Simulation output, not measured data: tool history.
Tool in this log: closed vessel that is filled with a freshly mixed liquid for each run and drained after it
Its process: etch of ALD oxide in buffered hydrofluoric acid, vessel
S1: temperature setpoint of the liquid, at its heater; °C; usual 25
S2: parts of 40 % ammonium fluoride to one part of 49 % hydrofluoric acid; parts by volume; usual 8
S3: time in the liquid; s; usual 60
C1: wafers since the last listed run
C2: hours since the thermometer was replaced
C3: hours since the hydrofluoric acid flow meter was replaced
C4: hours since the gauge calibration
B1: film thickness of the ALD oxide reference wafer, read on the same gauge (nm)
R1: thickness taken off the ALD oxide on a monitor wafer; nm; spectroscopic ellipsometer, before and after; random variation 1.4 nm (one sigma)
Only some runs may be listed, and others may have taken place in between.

run 1 day=0 | S1=25 S2=8 S3=60 | C1=0 C2=971.1 C3=1124.7 C4=411.1 | B1=49.99 | R1=168.63
run 2 day=2.721 | S1=25 S2=8 S3=60 | C1=8502 C2=1036.4 C3=1190 C4=476.4 | B1=50 | R1=166.36
run 3 day=5.312 | S1=25 S2=8 S3=60 | C1=8098 C2=1098.6 C3=1252.2 C4=538.6 | B1=49.99 | R1=168.58
run 4 day=7.812 | S1=25 S2=8 S3=60 | C1=7812 C2=1158.6 C3=1312.2 C4=598.6 | B1=49.98 | R1=170.75
run 5 day=10.492 | S1=25 S2=8 S3=60 | C1=8372 C2=1222.9 C3=1376.5 C4=662.9 | B1=49.99 | R1=169.42
run 6 day=12.346 | S1=25 S2=8 S3=60 | C1=5794 C2=1267.4 C3=1421 C4=707.4 | B1=50.02 | R1=172.43
-- day=13.071 gauge calibrated
run 7 day=13.846 | S1=25 S2=8 S3=70 | C1=4687 C2=1303.4 C3=1457 C4=18.6 | B1=50.01 | R1=198.82
-- day=16.808 thermometer replaced
run 8 day=16.829 | S1=25 S2=8 S3=70 | C1=9192 C2=0.5 C3=1528.6 C4=90.2 | B1=49.94 | R1=202.6
run 9 day=18.217 | S1=22 S2=11 S3=60 | C1=4335 C2=33.8 C3=1561.9 C4=123.5 | B1=50.06 | R1=107.9
run 10 day=21.167 | S1=28.5 S2=10 S3=75 | C1=9218 C2=104.6 C3=1632.7 C4=194.3 | B1=50.02 | R1=208.59
-- day=21.379 hydrofluoric acid flow meter replaced
run 11 day=22.679 | S1=25 S2=8 S3=30 | C1=4596 C2=140.9 C3=31.2 C4=230.6 | B1=50.01 | R1=76.36
run 12 day=24.017 | S1=27.5 S2=6.5 S3=80 | C1=4179 C2=173 C3=63.3 C4=262.7 | B1=49.99 | R1=285.57
run 13 day=27.617 | S1=25 S2=8 S3=60 | C1=11249 C2=259.4 C3=149.7 C4=349.1 | B1=50.01 | R1=151.92
run 14 day=28.988 | S1=25 S2=5.5 S3=60 | C1=4283 C2=292.3 C3=182.6 C4=382 | B1=50 | R1=218.21
run 15 day=30.471 | S1=28 S2=9 S3=75 | C1=4635 C2=327.9 C3=218.2 C4=417.6 | B1=49.98 | R1=196.53
run 16 day=31.875 | S1=21.5 S2=5.5 S3=60 | C1=4387 C2=361.6 C3=251.9 C4=451.3 | B1=50.02 | R1=181.82
run 17 day=33.258 | S1=22 S2=11 S3=60 | C1=4322 C2=394.8 C3=285.1 C4=484.5 | B1=49.96 | R1=98.79

Consider 3 possible next runs. They are alternatives, not a sequence: every one starts from the tool as it was left by run 17. What does each give?
run A day=33.288 | S1=25 S2=7 S3=60 | C1=91 C2=395.5 C3=285.8 C4=485.2 | B1=? | R1=?
run B day=33.288 | S1=22 S2=7 S3=95 | C1=91 C2=395.5 C3=285.8 C4=485.2 | B1=? | R1=?
run C day=33.288 | S1=21 S2=10.5 S3=60 | C1=91 C2=395.5 C3=285.8 C4=485.2 | B1=? | R1=?

run=A B1=50.01 R1=179.86
run=B B1=50.01 R1=241.73
run=C B1=50.01 R1=98.47
Take away the tool's hidden state, keep each run's random variation, and the runs would have read:
run=A R1=175.86
run=B R1=236.35
run=C R1=96.01
